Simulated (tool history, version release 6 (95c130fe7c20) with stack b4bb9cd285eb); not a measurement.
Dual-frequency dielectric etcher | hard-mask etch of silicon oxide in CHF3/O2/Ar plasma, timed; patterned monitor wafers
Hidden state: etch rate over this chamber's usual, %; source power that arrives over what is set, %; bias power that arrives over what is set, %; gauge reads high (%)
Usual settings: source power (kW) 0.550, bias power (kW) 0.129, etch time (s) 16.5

run   hour  source power (kW)  bias power (kW)  etch time (s)  wafers since the last listed run  hours since the last wet clean  hours since the last source power generator calibration  hours since the last bias power generator calibration  hours since the last upper electrode change  hours since the gauge calibration  read-back reference wafer on the same gauge, depth_nm  mean etch depth across the wafer (angstrom)
  1    0.0              0.490            0.129           16.5                                 0                           340.2                                                   3104.2                                                 4148.5                                       1917.2                              583.8                                                  30.16                                        290.8
  2   29.9              0.550            0.129           16.5                               472                           370.1                                                   3134.1                                                 4178.4                                       1947.1                              613.7                                                  30.21                                        292.9
  3   65.1              0.550            0.129           16.5                               556                           405.3                                                   3169.3                                                 4213.6                                       1982.3                              648.9                                                  30.22                                        298.6
  4   87.1              0.490            0.129           20.5                               347                           427.3                                                   3191.3                                                 4235.6                                       2004.3                              670.9                                                  30.14                                        356.3
  5  112.7              0.490            0.129           20.5                               404                           452.9                                                   3216.9                                                 4261.2                                       2029.9                              696.5                                                  30.28                                        362.3
  6  128.7              0.490            0.129           20.5                               252                           468.9                                                   3232.9                                                 4277.2                                       2045.9                              712.5                                                  30.21                                        362.0
     164.6  -- wet clean of the chamber
  7  165.1              0.550            0.129           16.5                               195                             0.5                                                   3269.3                                                 4313.6                                       2082.3                              748.9                                                  30.19                                        302.8
  8  188.5              0.550            0.129           16.5                               369                            23.9                                                   3292.7                                                 4337.0                                       2105.7                              772.3                                                  30.18                                        306.2
     200.8  -- bias power generator calibrated
  9  206.1              0.550            0.129           16.5                               214                            41.5                                                   3310.3                                                    5.3                                       2123.3                              789.9                                                  30.14                                        304.7
 10  233.3              0.550            0.129           16.5                               429                            68.7                                                   3337.5                                                   32.5                                       2150.5                              817.1                                                  30.25                                        304.4
 11  250.0              0.550            0.129           16.5                               263                            85.4                                                   3354.2                                                   49.2                                       2167.2                              833.8                                                  30.25                                        309.0
 12  274.9              0.550            0.129           16.5                               393                           110.3                                                   3379.1                                                   74.1                                       2192.1                              858.7                                                  30.22                                        308.1
     310.1  -- wet clean of the chamber, repeated, since the last time left the tool worse
 13  310.6              0.550            0.129           16.5                               184                             0.5                                                   3414.8                                                  109.8                                       2227.8                              894.4                                                  30.20                                        283.9
     317.1  -- gauge calibrated
 14  321.5              0.550            0.129           12.0                               172                            11.4                                                   3425.7                                                  120.7                                       2238.7                                4.4                                                  30.24                                        208.4
 15  339.8              0.550            0.129           16.5                               289                            29.7                                                   3444.0                                                  139.0                                       2257.0                               22.7                                                  30.11                                        286.8
 16  359.6              0.590            0.105           16.5                               312                            49.5                                                   3463.8                                                  158.8                                       2276.8                               42.5                                                  30.19                                        273.6
 17  387.7              0.420            0.115           20.5                               443                            77.6                                                   3491.9                                                  186.9                                       2304.9                               70.6                                                  30.23                                        327.4
 18  438.3              0.480            0.158           12.0                               799                           128.2                                                   3542.5                                                  237.5                                       2355.5                              121.2                                                  30.21                                        221.5
 19  453.6              0.550            0.129           12.5                               241                           143.5                                                   3557.8                                                  252.8                                       2370.8                              136.5                                                  30.23                                        220.0
 20  479.1              0.490            0.129           20.5                               402                           169.0                                                   3583.3                                                  278.3                                       2396.3                              162.0                                                  30.22                                        355.7
 21  511.7              0.640            0.149           15.0                               514                           201.6                                                   3615.9                                                  310.9                                       2428.9                              194.6                                                  30.19                                        291.7
 22  530.3              0.510            0.118           16.5                               293                           220.2                                                   3634.5                                                  329.5                                       2447.5                              213.2                                                  30.20                                        277.5
 23  544.7              0.550            0.103           19.5                               227                           234.6                                                   3648.9                                                  343.9                                       2461.9                              227.6                                                  30.23                                        320.6
     571.9  -- upper electrode replaced
     607.0  -- source power generator calibrated
 24  644.0              0.440            0.106           16.5                              1126                           333.9                                                     37.0                                                  443.2                                         72.1                              326.9                                                  30.17                                        264.5
 25  672.7              0.550            0.109           21.0                               453                           362.6                                                     65.7                                                  471.9                                        100.8                              355.6                                                  30.20                                        352.6
 26  774.9              0.620            0.129           16.5                              1614                           464.8                                                    167.9                                                  574.1                                        203.0                              457.8                                                  30.18                                        304.6
 27  797.4              0.630            0.120           13.5                               355                           487.3                                                    190.4                                                  596.6                                        225.5                              480.3                                                  30.27                                        243.4
     823.0  -- wet clean of the chamber
 28  823.5              0.550            0.117           14.5                                33                             0.5                                                    216.5                                                  622.7                                        251.6                              506.4                                                  30.15                                        241.8
 29  842.8              0.550            0.129           16.5                               304                            19.8                                                    235.8                                                  642.0                                        270.9                              525.7                                                  30.16                                        289.0
 30  877.7              0.680            0.100           11.5                               551                            54.7                                                    270.7                                                  676.9                                        305.8                              560.6                                                  30.22                                        193.7
 31  892.2              0.550            0.129           16.5                               229                            69.2                                                    285.2                                                  691.4                                        320.3                              575.1                                                  30.25                                        292.1

Hidden state or all else? Some run-to-run changes of mean etch depth across the wafer (angstrom), split into what the settings, what came in and random variation would give without the hidden state, and what is left for the hidden state (with any gauge scatter that isn't in both results):
Run 6 -> 7: source power (kW) 0.490 -> 0.550, etch time (s) 20.5 -> 16.5, wet clean of the chamber. mean etch depth across the wafer (angstrom) -59.2: hidden state +6.2, all else -65.4.
Run 12 -> 13: wet clean of the chamber, repeated, since the last time left the tool worse. mean etch depth across the wafer (angstrom) -24.2: hidden state -19.3, all else -4.9.
Run 17 -> 18: source power (kW) 0.420 -> 0.480, bias power (kW) 0.115 -> 0.158, etch time (s) 20.5 -> 12.0. mean etch depth across the wafer (angstrom) -105.9: hidden state +0.3, all else -106.2.
Run 19 -> 20: source power (kW) 0.550 -> 0.490, etch time (s) 12.5 -> 20.5. mean etch depth across the wafer (angstrom) +135.7: hidden state +1.9, all else +133.8.
Run 27 -> 28: source power (kW) 0.630 -> 0.550, bias power (kW) 0.120 -> 0.117, etch time (s) 13.5 -> 14.5, wet clean of the chamber. mean etch depth across the wafer (angstrom) -1.6: hidden state -7.7, all else +6.1.
Run 30 -> 31: source power (kW) 0.680 -> 0.550, bias power (kW) 0.100 -> 0.129, etch time (s) 11.5 -> 16.5. mean etch depth across the wafer (angstrom) +98.4: hidden state +0.6, all else +97.8.

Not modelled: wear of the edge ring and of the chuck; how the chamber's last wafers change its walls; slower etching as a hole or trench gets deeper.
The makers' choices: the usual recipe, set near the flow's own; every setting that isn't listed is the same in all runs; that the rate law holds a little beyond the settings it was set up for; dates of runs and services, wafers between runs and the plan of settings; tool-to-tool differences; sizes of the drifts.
